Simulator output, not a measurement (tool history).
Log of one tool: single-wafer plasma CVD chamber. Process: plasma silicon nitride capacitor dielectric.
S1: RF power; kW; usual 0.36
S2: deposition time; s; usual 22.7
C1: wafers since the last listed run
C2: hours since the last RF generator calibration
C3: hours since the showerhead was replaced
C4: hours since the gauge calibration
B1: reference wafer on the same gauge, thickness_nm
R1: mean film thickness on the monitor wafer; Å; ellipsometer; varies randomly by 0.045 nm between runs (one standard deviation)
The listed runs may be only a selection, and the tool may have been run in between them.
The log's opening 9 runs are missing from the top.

Run 10, hour 129: usual settings but S2 21.3 s; C1 291; C2 1375.8; C3 4315.3; C4 547.9; B1 25.006. Result: R1 276.39 Å.
Run 11, hour 142.7: usual settings; C1 276; C2 1389.5; C3 4329; C4 561.6; B1 25.012. Result: R1 295.02 Å.
At hour 156.8: RF generator calibrated.
Run 12, hour 159.4: usual settings; C1 175; C2 2.6; C3 4345.7; C4 578.3; B1 24.999. Result: R1 292.3 Å.
Run 13, hour 166.3: usual settings; C1 139; C2 9.5; C3 4352.6; C4 585.2; B1 25.005. Result: R1 293.28 Å.
Run 14, hour 180.5: usual settings; C1 287; C2 23.7; C3 4366.8; C4 599.4; B1 25. Result: R1 292.1 Å.
Run 15, hour 191.5: usual settings but S1 0.305 kW; C1 222; C2 34.7; C3 4377.8; C4 610.4; B1 25.021. Result: R1 281.4 Å.
Run 16, hour 199.2: usual settings but S1 0.305 kW; C1 155; C2 42.4; C3 4385.5; C4 618.1; B1 25.007. Result: R1 281.62 Å.
Run 17, hour 217: usual settings but S1 0.305 kW; C1 359; C2 60.2; C3 4403.3; C4 635.9; B1 24.976. Result: R1 281.67 Å.
Run 18, hour 225.9: usual settings; C1 179; C2 69.1; C3 4412.2; C4 644.8; B1 24.998. Result: R1 291.47 Å.
Run 19, hour 239.6: usual settings but S2 19.7 s; C1 276; C2 82.8; C3 4425.9; C4 658.5; B1 24.989. Result: R1 253.72 Å.
At hour 251.3: gauge calibrated.
At hour 256.7: showerhead replaced.
Run 20, hour 257.2: usual settings but S1 0.415 kW, S2 19.5 s; C1 194; C2 100.4; C3 0.5; C4 5.9; B1 25.002. Result: R1 259.36 Å.
At hour 267.2: RF generator calibrated, repeated, since the last time left the tool worse.
Run 21, hour 267.7: usual settings; C1 50; C2 0.5; C3 11; C4 16.4; B1 24.992. Result: R1 299.36 Å.
Run 22, hour 268: usual settings but S1 0.425 kW; C1 6; C2 0.8; C3 11.3; C4 16.7; B1 24.991. Result: R1 311.61 Å.
Run 23, hour 281.5: usual settings but S1 0.395 kW; C1 272; C2 14.3; C3 24.8; C4 30.2; B1 24.997. Result: R1 305.23 Å.
Run 24, hour 288: usual settings but S1 0.325 kW, S2 25.9 s; C1 131; C2 20.8; C3 31.3; C4 36.7; B1 25.005. Result: R1 333.49 Å.
Run 25, hour 295.6: usual settings but S1 0.31 kW, S2 20.9 s; C1 153; C2 28.4; C3 38.9; C4 44.3; B1 25. Result: R1 266.02 Å.
Run 26, hour 305.1: usual settings but S1 0.3 kW, S2 24.6 s; C1 192; C2 37.9; C3 48.4; C4 53.8; B1 24.985. Result: R1 311.05 Å.
Run 27, hour 315.5: usual settings; C1 210; C2 48.3; C3 58.8; C4 64.2; B1 24.982. Result: R1 299.12 Å.
Run 28, hour 330: usual settings; C1 293; C2 62.8; C3 73.3; C4 78.7; B1 24.996. Result: R1 299 Å.
Run 29, hour 340.2: usual settings but S2 18.8 s; C1 206; C2 73; C3 83.5; C4 88.9; B1 25.009. Result: R1 247.6 Å.

Run 30, settings as shown, results not yet in. Your forecast:
Run 30, hour 357: usual settings but S1 0.335 kW, S2 21 s; C1 339; C2 89.8; C3 100.3; C4 105.7; B1 ?. Result: R1 ?.

Run 30 yielded B1 24.992, R1 271.88 Å.
If the tool had no hidden condition, the same run with the same run-to-run variation would have returned R1 272.33 Å.

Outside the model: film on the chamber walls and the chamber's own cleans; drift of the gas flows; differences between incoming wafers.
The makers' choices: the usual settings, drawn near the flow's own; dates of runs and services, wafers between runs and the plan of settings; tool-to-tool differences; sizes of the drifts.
